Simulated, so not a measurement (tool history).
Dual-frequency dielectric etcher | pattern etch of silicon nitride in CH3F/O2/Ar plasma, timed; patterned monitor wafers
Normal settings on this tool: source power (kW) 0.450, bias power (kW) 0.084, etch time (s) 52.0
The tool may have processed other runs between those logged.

run	hour	source power (kW)	bias power (kW)	etch time (s)	wafers since the last listed run	hours since the last wet clean	hours since the last source power generator calibration	hours since the last bias power generator calibration	hours since the last upper electrode change	hours since the gauge calibration	read-back reference wafer on the same gauge, depth_nm	mean etch depth across the wafer (angstrom)
1	0.0	0.450	0.084	47.0	0	397.9	45.3	1237.7	2717.2	500.9	47.70	373.4
2	14.4	0.450	0.084	47.0	250	412.3	59.7	1252.1	2731.6	515.3	47.70	371.7
# hour 42.5: wet clean of the chamber
3	43.0	0.450	0.084	47.0	80	0.5	88.3	1280.7	2760.2	543.9	47.71	378.1
4	47.2	0.510	0.084	40.5	73	4.7	92.5	1284.9	2764.4	548.1	47.71	344.3
5	54.9	0.450	0.084	46.0	134	12.4	100.2	1292.6	2772.1	555.8	47.70	369.4
6	66.3	0.550	0.093	40.5	198	23.8	111.6	1304.0	2783.5	567.2	47.70	363.5
7	81.7	0.400	0.074	52.0	268	39.2	127.0	1319.4	2798.9	582.6	47.70	383.3
8	90.0	0.530	0.072	63.0	144	47.5	135.3	1327.7	2807.2	590.9	47.72	525.3
9	107.2	0.490	0.070	65.5	299	64.7	152.5	1344.9	2824.4	608.1	47.71	523.1
10	113.8	0.480	0.084	52.0	114	71.3	159.1	1351.5	2831.0	614.7	47.70	429.3
11	125.9	0.450	0.084	52.0	210	83.4	171.2	1363.6	2843.1	626.8	47.70	415.3
# hour 146.8: gauge calibrated
12	156.4	0.450	0.084	52.0	530	113.9	201.7	1394.1	2873.6	9.6	47.69	415.2
# hour 163.6: bias power generator calibrated
13	165.4	0.450	0.084	58.0	87	122.9	210.7	1.8	2882.6	18.6	47.70	462.3
14	181.8	0.360	0.068	62.5	285	139.3	227.1	18.2	2899.0	35.0	47.70	428.3
15	197.2	0.380	0.073	52.0	268	154.7	242.5	33.6	2914.4	50.4	47.69	371.0
16	208.6	0.450	0.084	52.0	198	166.1	253.9	45.0	2925.8	61.8	47.70	414.9
17	224.1	0.450	0.084	52.0	269	181.6	269.4	60.5	2941.3	77.3	47.70	415.3
# hour 260.2: upper electrode replaced
18	260.7	0.450	0.084	52.0	219	218.2	306.0	97.1	0.5	113.9	47.70	413.4
19	271.5	0.450	0.084	52.0	188	229.0	316.8	107.9	11.3	124.7	47.71	414.6
20	281.2	0.490	0.076	48.0	168	238.7	326.5	117.6	21.0	134.4	47.71	387.5
21	288.0	0.450	0.084	52.0	118	245.5	333.3	124.4	27.8	141.2	47.69	414.2
22	298.2	0.510	0.071	39.0	177	255.7	343.5	134.6	38.0	151.4	47.71	316.1

Expected results for the next run?
23	308.6	0.560	0.071	66.0	181	266.1	353.9	145.0	48.4	161.8	?	?

Run 23 produced read-back reference wafer on the same gauge, depth_nm 47.71, mean etch depth across the wafer (angstrom) 558.0.
Take away the tool's hidden state, keep the run-to-run variation as it was, and the same run would have given mean etch depth across the wafer (angstrom) 563.3.

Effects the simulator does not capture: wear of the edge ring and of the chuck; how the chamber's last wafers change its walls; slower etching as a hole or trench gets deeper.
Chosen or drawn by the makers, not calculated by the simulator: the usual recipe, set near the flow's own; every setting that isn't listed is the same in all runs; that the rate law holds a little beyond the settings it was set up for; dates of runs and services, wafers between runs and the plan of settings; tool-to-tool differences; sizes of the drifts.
